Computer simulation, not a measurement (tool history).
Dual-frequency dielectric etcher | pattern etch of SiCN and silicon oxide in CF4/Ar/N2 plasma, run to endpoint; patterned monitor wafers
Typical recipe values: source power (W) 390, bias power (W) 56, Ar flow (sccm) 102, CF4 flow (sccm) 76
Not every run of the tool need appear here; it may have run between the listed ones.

run	day	source power (W)	bias power (W)	Ar flow (sccm)	CF4 flow (sccm)	incoming incoming film thickness, nm	endpoint time (s)
1	0.000	390	56	102	76	9.47	13.1
2	2.504	390	56	102	76	9.56	13.2
3	5.067	390	56	102	76	9.54	13.1
4	6.508	390	56	82	76	9.56	12.6
5	7.721	450	43	87	76	9.54	12.4
# day 9.829: bias power generator calibrated
6	10.496	390	56	102	76	9.56	13.0
# day 11.792: wet clean of the chamber
7	13.338	390	56	114	76	9.58	13.9
# day 14.825: CF4 flow controller replaced
8	15.288	390	52	121	76	9.49	14.2
9	17.692	300	46	102	87	9.51	16.4
10	19.942	390	56	102	76	9.44	13.0
# day 21.250: source power generator calibrated
11	22.338	300	61	102	82	9.46	14.7
# day 23.604: upper electrode replaced, of another model than before
12	23.921	390	56	102	76	9.55	13.2
13	25.933	390	51	102	76	9.54	13.5
# day 27.625: wet clean of the chamber
14	28.529	390	56	102	76	9.58	13.5
15	30.429	390	67	102	76	9.41	12.3
16	32.742	390	56	102	76	9.48	13.1
17	36.467	360	45	114	76	9.61	16.4
18	37.879	390	56	102	60	9.48	13.4

Run 19 has not been measured yet. What should we expect?
19	40.646	420	56	79	85	9.48	?

endpoint time (s): 11.4
Had the tool carried no hidden state, the very same run would have given endpoint time (s) 11.9.

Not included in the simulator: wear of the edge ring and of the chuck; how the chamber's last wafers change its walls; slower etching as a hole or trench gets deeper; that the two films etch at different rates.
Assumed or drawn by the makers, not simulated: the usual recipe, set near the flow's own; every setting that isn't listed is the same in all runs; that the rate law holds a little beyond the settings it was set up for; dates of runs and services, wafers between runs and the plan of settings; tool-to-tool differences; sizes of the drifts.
